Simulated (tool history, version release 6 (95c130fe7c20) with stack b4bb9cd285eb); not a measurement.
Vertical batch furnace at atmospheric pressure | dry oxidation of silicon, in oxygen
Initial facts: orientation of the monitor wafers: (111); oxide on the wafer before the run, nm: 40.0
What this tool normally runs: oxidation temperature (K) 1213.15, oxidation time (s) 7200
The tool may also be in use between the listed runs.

run    hour  oxidation temperature (K)  oxidation time (s)  wafers since the last listed run  hours since the last temperature calibration  hours since the boat lift was adjusted  hours since the gauge calibration  read-back reference wafer on the same gauge, thickness  oxide thickness on the monitor wafer (angstrom)
  1     0.0                    1213.15                7200                                 0                                        1129.6                                  1138.1                              360.7                                                   77.17                                            901.9
  2   102.6                    1213.15                7200                              1320                                        1232.2                                  1240.7                              463.3                                                   77.15                                            903.5
  3   170.5                    1213.15                7200                               874                                        1300.1                                  1308.6                              531.2                                                   77.18                                            907.6
  4   232.1                    1213.15                7200                               792                                        1361.7                                  1370.2                              592.8                                                   77.19                                            907.1
  5   290.6                    1213.15                7200                               753                                        1420.2                                  1428.7                              651.3                                                   77.21                                            905.1
  6   358.5                    1213.15                9300                               874                                        1488.1                                  1496.6                              719.2                                                   77.24                                           1027.2
  7   389.2                    1213.15                4620                               395                                        1518.8                                  1527.3                              749.9                                                   77.20                                            750.9
  8   451.0                    1213.15                4620                               795                                        1580.6                                  1589.1                              811.7                                                   77.19                                            755.9
  9   484.7                    1213.15                8490                               433                                        1614.3                                  1622.8                              845.4                                                   77.23                                            986.9
 10   517.7                    1213.15                8490                               424                                        1647.3                                  1655.8                              878.4                                                   77.19                                            986.8
 11   566.4                    1213.15                8490                               626                                        1696.0                                  1704.5                              927.1                                                   77.26                                            987.0
      617.1  -- thermocouples replaced and temperature profile calibrated
 12   617.6                    1213.15                7200                               350                                           0.5                                  1755.7                              978.3                                                   77.22                                            891.2
 13   665.8                    1233.15                8280                               620                                          48.7                                  1803.9                             1026.5                                                   77.18                                           1059.5
 14   705.4                    1195.15                7200                               509                                          88.3                                  1843.5                             1066.1                                                   77.19                                            802.8
      775.8  -- boat lift adjusted
 15   776.8                    1213.15                7200                               610                                         159.7                                     1.0                             1137.5                                                   77.16                                            883.1
      786.5  -- gauge calibrated
 16   852.3                    1225.15                8640                               971                                         235.2                                    76.5                               65.8                                                   77.15                                           1033.3
 17   896.1                    1213.15                7200                               563                                         279.0                                   120.3                              109.6                                                   77.19                                            885.0
 18   961.3                    1190.15                8370                               839                                         344.2                                   185.5                              174.8                                                   77.21                                            837.7
 19  1024.6                    1228.15                6060                               814                                         407.5                                   248.8                              238.1                                                   77.16                                            886.9
 20  1068.2                    1213.15                7200                               561                                         451.1                                   292.4                              281.7                                                   77.24                                            888.6
 21  1137.0                    1213.15                9300                               885                                         519.9                                   361.2                              350.5                                                   77.17                                            999.1
 22  1169.4                    1202.15                3840                               417                                         552.3                                   393.6                              382.9                                                   77.18                                            661.7
 23  1240.5                    1188.15                7200                               915                                         623.4                                   464.7                              454.0                                                   77.18                                            773.6

How would selected steps in oxide thickness on the monitor wafer (angstrom) from run to run divide? Give the signed amount a tool lacking its hidden state would still show from settings, what came in and random variation, and the signed amount left for the hidden state, including any gauge scatter that is not in both of the compared results.
What the log doesn't record here: true tube temperature minus thermocouple reading, K; monitor wafer colder than the profiled boat position, K; gauge reads high (%).
Run 6 -> 7: oxidation time (s) 9300 -> 4620. oxide thickness on the monitor wafer (angstrom) -276.3: hidden state -8.7, all else -267.6.
Run 8 -> 9: oxidation time (s) 4620 -> 8490. oxide thickness on the monitor wafer (angstrom) +231.0: hidden state +9.4, all else +221.6.
Run 11 -> 12: oxidation time (s) 8490 -> 7200, thermocouples replaced and temperature profile calibrated. oxide thickness on the monitor wafer (angstrom) -95.8: hidden state -27.0, all else -68.8.
Run 21 -> 22: oxidation temperature (K) 1213.15 -> 1202.15, oxidation time (s) 9300 -> 3840. oxide thickness on the monitor wafer (angstrom) -337.4: hidden state -1.0, all else -336.4.
